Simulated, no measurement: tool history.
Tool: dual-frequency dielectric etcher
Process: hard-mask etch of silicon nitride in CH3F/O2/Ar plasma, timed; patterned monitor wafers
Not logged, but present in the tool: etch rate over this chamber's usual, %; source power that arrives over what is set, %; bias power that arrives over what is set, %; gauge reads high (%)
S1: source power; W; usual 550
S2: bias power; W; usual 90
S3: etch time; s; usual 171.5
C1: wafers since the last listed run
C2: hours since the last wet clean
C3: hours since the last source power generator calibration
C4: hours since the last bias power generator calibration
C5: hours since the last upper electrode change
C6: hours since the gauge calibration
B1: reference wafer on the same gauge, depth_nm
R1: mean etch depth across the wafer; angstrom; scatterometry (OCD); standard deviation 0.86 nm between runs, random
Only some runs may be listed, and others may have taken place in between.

run 1 hour=0.0 | S1=550 S2=90 S3=171.5 | C1=0 C2=119.8 C3=832.2 C4=1584.5 C5=3686.5 C6=2788.7 | B1=132.0 | R1=1386
-- hour=159.4 gauge calibrated
run 2 hour=307.8 | S1=550 S2=90 S3=171.5 | C1=2594 C2=427.6 C3=1140.0 C4=1892.3 C5=3994.3 C6=148.4 | B1=124.9 | R1=1326
run 3 hour=372.7 | S1=550 S2=90 S3=171.5 | C1=547 C2=492.5 C3=1204.9 C4=1957.2 C5=4059.2 C6=213.3 | B1=125.4 | R1=1336
run 4 hour=463.5 | S1=550 S2=90 S3=151.0 | C1=765 C2=583.3 C3=1295.7 C4=2048.0 C5=4150.0 C6=304.1 | B1=126.0 | R1=1174
-- hour=494.0 upper electrode replaced
run 5 hour=568.8 | S1=550 S2=90 S3=156.5 | C1=685 C2=688.6 C3=1401.0 C4=2153.3 C5=74.8 C6=409.4 | B1=126.9 | R1=1226
run 6 hour=624.2 | S1=550 S2=90 S3=156.5 | C1=467 C2=744.0 C3=1456.4 C4=2208.7 C5=130.2 C6=464.8 | B1=127.2 | R1=1231
run 7 hour=703.2 | S1=610 S2=90 S3=219.5 | C1=666 C2=823.0 C3=1535.4 C4=2287.7 C5=209.2 C6=543.8 | B1=127.8 | R1=1815
run 8 hour=741.6 | S1=490 S2=78 S3=171.5 | C1=323 C2=861.4 C3=1573.8 C4=2326.1 C5=247.6 C6=582.2 | B1=128.3 | R1=1193
-- hour=796.0 wet clean of the chamber
run 9 hour=796.5 | S1=460 S2=106 S3=200.0 | C1=260 C2=0.5 C3=1628.7 C4=2381.0 C5=302.5 C6=637.1 | B1=128.3 | R1=1571
run 10 hour=873.8 | S1=490 S2=80 S3=210.0 | C1=651 C2=77.8 C3=1706.0 C4=2458.3 C5=379.8 C6=714.4 | B1=128.4 | R1=1493
run 11 hour=952.5 | S1=550 S2=90 S3=149.0 | C1=663 C2=156.5 C3=1784.7 C4=2537.0 C5=458.5 C6=793.1 | B1=129.1 | R1=1180
run 12 hour=1052.4 | S1=550 S2=90 S3=171.5 | C1=842 C2=256.4 C3=1884.6 C4=2636.9 C5=558.4 C6=893.0 | B1=129.7 | R1=1370
run 13 hour=1121.0 | S1=680 S2=97 S3=192.5 | C1=578 C2=325.0 C3=1953.2 C4=2705.5 C5=627.0 C6=961.6 | B1=129.9 | R1=1752
-- hour=1208.2 source power generator calibrated
run 14 hour=1222.5 | S1=600 S2=90 S3=218.5 | C1=821 C2=426.5 C3=14.3 C4=2807.0 C5=728.5 C6=1063.1 | B1=129.9 | R1=1834
run 15 hour=1286.4 | S1=640 S2=77 S3=171.5 | C1=538 C2=490.4 C3=78.2 C4=2870.9 C5=792.4 C6=1127.0 | B1=130.3 | R1=1369
-- hour=1304.2 bias power generator calibrated
run 16 hour=1351.3 | S1=500 S2=90 S3=171.5 | C1=513 C2=555.3 C3=143.1 C4=47.1 C5=857.3 C6=1191.9 | B1=130.8 | R1=1316
run 17 hour=1392.4 | S1=670 S2=81 S3=193.0 | C1=346 C2=596.4 C3=184.2 C4=88.2 C5=898.4 C6=1233.0 | B1=130.8 | R1=1635
run 18 hour=1483.5 | S1=550 S2=106 S3=171.5 | C1=768 C2=687.5 C3=275.3 C4=179.3 C5=989.5 C6=1324.1 | B1=130.8 | R1=1493
-- hour=1646.0 wet clean of the chamber
run 19 hour=1774.9 | S1=630 S2=90 S3=151.0 | C1=2254 C2=128.9 C3=566.7 C4=470.7 C5=1280.9 C6=1615.5 | B1=131.5 | R1=1287
run 20 hour=1813.6 | S1=550 S2=90 S3=198.5 | C1=326 C2=167.6 C3=605.4 C4=509.4 C5=1319.6 C6=1654.2 | B1=131.6 | R1=1604
run 21 hour=1882.3 | S1=550 S2=90 S3=218.0 | C1=579 C2=236.3 C3=674.1 C4=578.1 C5=1388.3 C6=1722.9 | B1=131.7 | R1=1759
run 22 hour=1974.1 | S1=550 S2=90 S3=171.5 | C1=773 C2=328.1 C3=765.9 C4=669.9 C5=1480.1 C6=1814.7 | B1=132.0 | R1=1391
run 23 hour=2062.3 | S1=660 S2=90 S3=150.5 | C1=743 C2=416.3 C3=854.1 C4=758.1 C5=1568.3 C6=1902.9 | B1=132.0 | R1=1332
run 24 hour=2167.2 | S1=550 S2=90 S3=171.5 | C1=884 C2=521.2 C3=959.0 C4=863.0 C5=1673.2 C6=2007.8 | B1=132.2 | R1=1377
run 25 hour=2220.2 | S1=510 S2=76 S3=138.0 | C1=446 C2=574.2 C3=1012.0 C4=916.0 C5=1726.2 C6=2060.8 | B1=132.1 | R1=1011
run 26 hour=2276.7 | S1=510 S2=90 S3=171.5 | C1=476 C2=630.7 C3=1068.5 C4=972.5 C5=1782.7 C6=2117.3 | B1=132.3 | R1=1346
run 27 hour=2361.5 | S1=550 S2=90 S3=171.5 | C1=714 C2=715.5 C3=1153.3 C4=1057.3 C5=1867.5 C6=2202.1 | B1=132.5 | R1=1410
-- hour=2399.5 wet clean of the chamber
run 28 hour=2463.6 | S1=500 S2=90 S3=218.5 | C1=658 C2=64.1 C3=1255.4 C4=1159.4 C5=1969.6 C6=2304.2 | B1=132.6 | R1=1700
run 29 hour=2515.1 | S1=600 S2=69 S3=145.5 | C1=434 C2=115.6 C3=1306.9 C4=1210.9 C5=2021.1 C6=2355.7 | B1=132.6 | R1=1088

Give the tool's hidden conditions for every run:
etch rate over this chamber's usual, %: 0, the same for each run
source power that arrives over what is set, %: 0, the same for each run
bias power that arrives over what is set, %: 0, the same for each run
H1: gauge reads high (%)
run=1 H1=7.24
run=2 H1=1.56
run=3 H1=2.01
run=4 H1=2.59
run=5 H1=3.2
run=6 H1=3.49
run=7 H1=3.89
run=8 H1=4.07
run=9 H1=4.31
run=10 H1=4.63
run=11 H1=4.93
run=12 H1=5.28
run=13 H1=5.5
run=14 H1=5.79
run=15 H1=5.96
run=16 H1=6.13
run=17 H1=6.22
run=18 H1=6.42
run=19 H1=6.95
run=20 H1=7.01
run=21 H1=7.11
run=22 H1=7.23
run=23 H1=7.34
run=24 H1=7.45
run=25 H1=7.51
run=26 H1=7.56
run=27 H1=7.63
run=28 H1=7.71
run=29 H1=7.75

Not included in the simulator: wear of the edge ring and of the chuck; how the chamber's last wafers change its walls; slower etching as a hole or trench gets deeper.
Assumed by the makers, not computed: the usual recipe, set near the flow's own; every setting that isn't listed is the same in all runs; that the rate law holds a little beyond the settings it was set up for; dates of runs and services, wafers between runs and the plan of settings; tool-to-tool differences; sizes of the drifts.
